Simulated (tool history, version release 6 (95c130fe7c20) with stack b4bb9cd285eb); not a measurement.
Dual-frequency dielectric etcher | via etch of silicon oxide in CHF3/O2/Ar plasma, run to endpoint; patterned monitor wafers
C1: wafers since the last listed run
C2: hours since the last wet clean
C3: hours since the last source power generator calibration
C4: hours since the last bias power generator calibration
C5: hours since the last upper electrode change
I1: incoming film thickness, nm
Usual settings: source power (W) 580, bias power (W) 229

Run 1, hour 0: usual settings but source power (W) 630, bias power (W) 241; C1 0; C2 478; C3 1628.8; C4 301.9; C5 4508.8; I1 804.4. Result: endpoint time (s) 370.
Run 2, hour 271: usual settings; C1 1015; C2 749; C3 1899.8; C4 572.9; C5 4779.8; I1 809.1. Result: endpoint time (s) 386.3.
At hour 345.7: wet clean of the chamber.
Run 3, hour 346.2: usual settings; C1 191; C2 0.5; C3 1975; C4 648.1; C5 4855; I1 814.5. Result: endpoint time (s) 405.1.
Run 4, hour 434.9: usual settings; C1 332; C2 89.2; C3 2063.7; C4 736.8; C5 4943.7; I1 814.1. Result: endpoint time (s) 404.3.
Run 5, hour 475: usual settings but bias power (W) 210; C1 150; C2 129.3; C3 2103.8; C4 776.9; C5 4983.8; I1 809.3. Result: endpoint time (s) 408.
Run 6, hour 576.9: usual settings but bias power (W) 210; C1 381; C2 231.2; C3 2205.7; C4 878.8; C5 5085.7; I1 806.4. Result: endpoint time (s) 401.3.
Run 7, hour 639.8: usual settings but bias power (W) 211; C1 235; C2 294.1; C3 2268.6; C4 941.7; C5 5148.6; I1 815.3. Result: endpoint time (s) 404.2.
Run 8, hour 711.5: usual settings but bias power (W) 211; C1 268; C2 365.8; C3 2340.3; C4 1013.4; C5 5220.3; I1 815.5. Result: endpoint time (s) 402.9.
At hour 786.3: source power generator calibrated.
At hour 796.1: upper electrode replaced.
Run 9, hour 796.6: usual settings but bias power (W) 211; C1 267; C2 450.9; C3 10.3; C4 1098.5; C5 0.5; I1 807.2. Result: endpoint time (s) 393.7.
Run 10, hour 873.7: usual settings; C1 288; C2 528; C3 87.4; C4 1175.6; C5 77.6; I1 810.6. Result: endpoint time (s) 384.5.
Run 11, hour 936.1: usual settings; C1 233; C2 590.4; C3 149.8; C4 1238; C5 140; I1 812.5. Result: endpoint time (s) 388.3.
Run 12, hour 1096.5: usual settings; C1 600; C2 750.8; C3 310.2; C4 1398.4; C5 300.4; I1 806.3. Result: endpoint time (s) 379.7.
At hour 1152.5: wet clean of the chamber.
Run 13, hour 1181.1: usual settings but source power (W) 510; C1 226; C2 28.6; C3 394.8; C4 1483; C5 385; I1 813.8. Result: endpoint time (s) 423.
Run 14, hour 1224.3: usual settings but source power (W) 540, bias power (W) 180; C1 161; C2 71.8; C3 438; C4 1526.2; C5 428.2; I1 803. Result: endpoint time (s) 445.8.
Run 15, hour 1309.6: usual settings but source power (W) 690, bias power (W) 183; C1 319; C2 157.1; C3 523.3; C4 1611.5; C5 513.5; I1 812.2. Result: endpoint time (s) 407.8.
Run 16, hour 1378.5: usual settings; C1 258; C2 226; C3 592.2; C4 1680.4; C5 582.4; I1 809.2. Result: endpoint time (s) 397.1.
Run 17, hour 1427.2: usual settings but source power (W) 710, bias power (W) 247; C1 182; C2 274.7; C3 640.9; C4 1729.1; C5 631.1; I1 804.3. Result: endpoint time (s) 354.1.
Run 18, hour 1518.3: usual settings; C1 341; C2 365.8; C3 732; C4 1820.2; C5 722.2; I1 811.6. Result: endpoint time (s) 392.2.
Run 19, hour 1570.7: usual settings; C1 196; C2 418.2; C3 784.4; C4 1872.6; C5 774.6; I1 808.1. Result: endpoint time (s) 392.3.
Run 20, hour 1674.7: usual settings; C1 389; C2 522.2; C3 888.4; C4 1976.6; C5 878.6; I1 813.9. Result: endpoint time (s) 390.6.
At hour 1753.5: bias power generator calibrated.
Run 21, hour 1756.7: usual settings but bias power (W) 211; C1 292; C2 604.2; C3 970.4; C4 3.2; C5 960.6; I1 807.8. Result: endpoint time (s) 399.1.
At hour 1823.2: wet clean of the chamber.
Run 22, hour 1827.9: usual settings but bias power (W) 265; C1 176; C2 4.7; C3 1041.6; C4 74.4; C5 1031.8; I1 801.9. Result: endpoint time (s) 379.
Run 23, hour 1886.7: usual settings but source power (W) 680, bias power (W) 274; C1 220; C2 63.5; C3 1100.4; C4 133.2; C5 1090.6; I1 816.2. Result: endpoint time (s) 354.6.
Run 24, hour 1949.1: usual settings but source power (W) 470, bias power (W) 173; C1 233; C2 125.9; C3 1162.8; C4 195.6; C5 1153; I1 801.6. Result: endpoint time (s) 466.8.
Run 25, hour 1991.9: usual settings but source power (W) 480, bias power (W) 253; C1 160; C2 168.7; C3 1205.6; C4 238.4; C5 1195.8; I1 804.1. Result: endpoint time (s) 405.5.
Run 26, hour 2079.3: usual settings; C1 327; C2 256.1; C3 1293; C4 325.8; C5 1283.2; I1 807.5. Result: endpoint time (s) 393.
Run 27, hour 2140.5: usual settings; C1 229; C2 317.3; C3 1354.2; C4 387; C5 1344.4; I1 810.9. Result: endpoint time (s) 393.2.
Run 28, hour 2187.4: usual settings but source power (W) 470, bias power (W) 253; C1 175; C2 364.2; C3 1401.1; C4 433.9; C5 1391.3; I1 811.3. Result: endpoint time (s) 403.5.
Run 29, hour 2288.8: usual settings but source power (W) 520, bias power (W) 196; C1 379; C2 465.6; C3 1502.5; C4 535.3; C5 1492.7; I1 808. Result: endpoint time (s) 425.
Run 30, hour 2357.9: usual settings but source power (W) 690, bias power (W) 214; C1 258; C2 534.7; C3 1571.6; C4 604.4; C5 1561.8; I1 798.5. Result: endpoint time (s) 369.3.
Run 31, hour 2458.8: usual settings but source power (W) 650, bias power (W) 249; C1 377; C2 635.6; C3 1672.5; C4 705.3; C5 1662.7; I1 807.7. Result: endpoint time (s) 356.
Run 32, hour 2523.5: usual settings but source power (W) 490, bias power (W) 280; C1 242; C2 700.3; C3 1737.2; C4 770; C5 1727.4; I1 810.5. Result: endpoint time (s) 371.4.
Run 33, hour 2600.8: usual settings but source power (W) 710, bias power (W) 271; C1 289; C2 777.6; C3 1814.5; C4 847.3; C5 1804.7; I1 804.3. Result: endpoint time (s) 327.6.
Run 34, hour 2646.5: usual settings but source power (W) 520, bias power (W) 196; C1 171; C2 823.3; C3 1860.2; C4 893; C5 1850.4; I1 808.4. Result: endpoint time (s) 416.1.

What the log doesn't show, run by run:
source power that arrives over what is set, %: 0 in every run
bias power that arrives over what is set, %: 0 in every run
H1: etch rate over this chamber's usual, %
run      H1
  1    3.09
  2    4.97
  3   0.446
  4    1.06
  5    1.34
  6    2.05
  7    2.49
  8    2.99
  9    3.58
 10    4.11
 11    4.55
 12    5.66
 13  -0.463
 14  -0.163
 15   0.431
 16    0.91
 17    1.25
 18    1.88
 19    2.25
 20    2.97
 21    3.54
 22   0.228
 23   0.637
 24    1.07
 25    1.37
 26    1.98
 27     2.4
 28    2.73
 29    3.43
 30    3.91
 31    4.62
 32    5.07
 33     5.6
 34    5.92
